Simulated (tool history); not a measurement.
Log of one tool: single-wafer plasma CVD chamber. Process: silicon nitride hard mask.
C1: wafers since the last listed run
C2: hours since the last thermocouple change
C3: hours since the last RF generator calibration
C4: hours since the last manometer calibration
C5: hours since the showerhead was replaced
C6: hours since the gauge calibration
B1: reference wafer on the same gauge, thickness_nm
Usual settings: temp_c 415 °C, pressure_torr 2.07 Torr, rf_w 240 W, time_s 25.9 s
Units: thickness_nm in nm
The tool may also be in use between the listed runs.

{"run": 1, "hour": 0.0, "temp_c": 425, "pressure_torr": 2.07, "rf_w": 240, "time_s": 24.0, "C1": 0, "C2": 1596.1, "C3": 693.6, "C4": 1394.3, "C5": 3607.9, "C6": 251.8, "B1": 25.698, "thickness_nm": 27.473}
{"run": 2, "hour": 44.3, "temp_c": 420, "pressure_torr": 2.07, "rf_w": 240, "time_s": 25.9, "C1": 1166, "C2": 1640.4, "C3": 737.9, "C4": 1438.6, "C5": 3652.2, "C6": 296.1, "B1": 25.7, "thickness_nm": 29.75}
{"run": 3, "hour": 79.2, "temp_c": 420, "pressure_torr": 2.07, "rf_w": 240, "time_s": 25.9, "C1": 919, "C2": 1675.3, "C3": 772.8, "C4": 1473.5, "C5": 3687.1, "C6": 331.0, "B1": 25.69, "thickness_nm": 29.63}
{"run": 4, "hour": 115.9, "temp_c": 415, "pressure_torr": 2.07, "rf_w": 240, "time_s": 25.9, "C1": 966, "C2": 1712.0, "C3": 809.5, "C4": 1510.2, "C5": 3723.8, "C6": 367.7, "B1": 25.696, "thickness_nm": 29.59}
{"run": 5, "hour": 158.5, "temp_c": 415, "pressure_torr": 2.07, "rf_w": 240, "time_s": 25.9, "C1": 1122, "C2": 1754.6, "C3": 852.1, "C4": 1552.8, "C5": 3766.4, "C6": 410.3, "B1": 25.696, "thickness_nm": 29.642}
{"run": 6, "hour": 239.9, "temp_c": 415, "pressure_torr": 2.07, "rf_w": 240, "time_s": 25.9, "C1": 2144, "C2": 1836.0, "C3": 933.5, "C4": 1634.2, "C5": 3847.8, "C6": 491.7, "B1": 25.69, "thickness_nm": 29.503}
{"run": 7, "hour": 266.2, "temp_c": 415, "pressure_torr": 2.07, "rf_w": 240, "time_s": 25.9, "C1": 692, "C2": 1862.3, "C3": 959.8, "C4": 1660.5, "C5": 3874.1, "C6": 518.0, "B1": 25.701, "thickness_nm": 29.462}
{"hour": 325.5, "done": "gauge calibrated"}
{"hour": 393.5, "done": "capacitance manometer re-zeroed and calibrated"}
{"run": 8, "hour": 417.7, "temp_c": 415, "pressure_torr": 2.07, "rf_w": 240, "time_s": 25.9, "C1": 3780, "C2": 2013.8, "C3": 1111.3, "C4": 24.2, "C5": 4025.6, "C6": 92.2, "B1": 25.701, "thickness_nm": 29.388}
{"run": 9, "hour": 487.7, "temp_c": 415, "pressure_torr": 2.07, "rf_w": 240, "time_s": 25.9, "C1": 1844, "C2": 2083.8, "C3": 1181.3, "C4": 94.2, "C5": 4095.6, "C6": 162.2, "B1": 25.699, "thickness_nm": 29.331}
{"run": 10, "hour": 526.0, "temp_c": 415, "pressure_torr": 2.07, "rf_w": 240, "time_s": 23.0, "C1": 1008, "C2": 2122.1, "C3": 1219.6, "C4": 132.5, "C5": 4133.9, "C6": 200.5, "B1": 25.708, "thickness_nm": 26.097}
{"hour": 554.9, "done": "thermocouple changed; heater temperature recalibrated"}
{"run": 11, "hour": 576.2, "temp_c": 401, "pressure_torr": 1.87, "rf_w": 195, "time_s": 25.9, "C1": 1111, "C2": 21.3, "C3": 1269.8, "C4": 182.7, "C5": 4184.1, "C6": 250.7, "B1": 25.696, "thickness_nm": 24.132}

Forecast run 12:
{"run": 12, "hour": 641.6, "temp_c": 415, "pressure_torr": 2.07, "rf_w": 240, "time_s": 25.9, "C1": 1722, "C2": 86.7, "C3": 1335.2, "C4": 248.1, "C5": 4249.5, "C6": 316.1, "B1": "?", "thickness_nm": "?"}

B1: 25.701
thickness_nm: 29.300 nm
Without the tool's hidden state the same run would have given thickness_nm 30.427 nm.
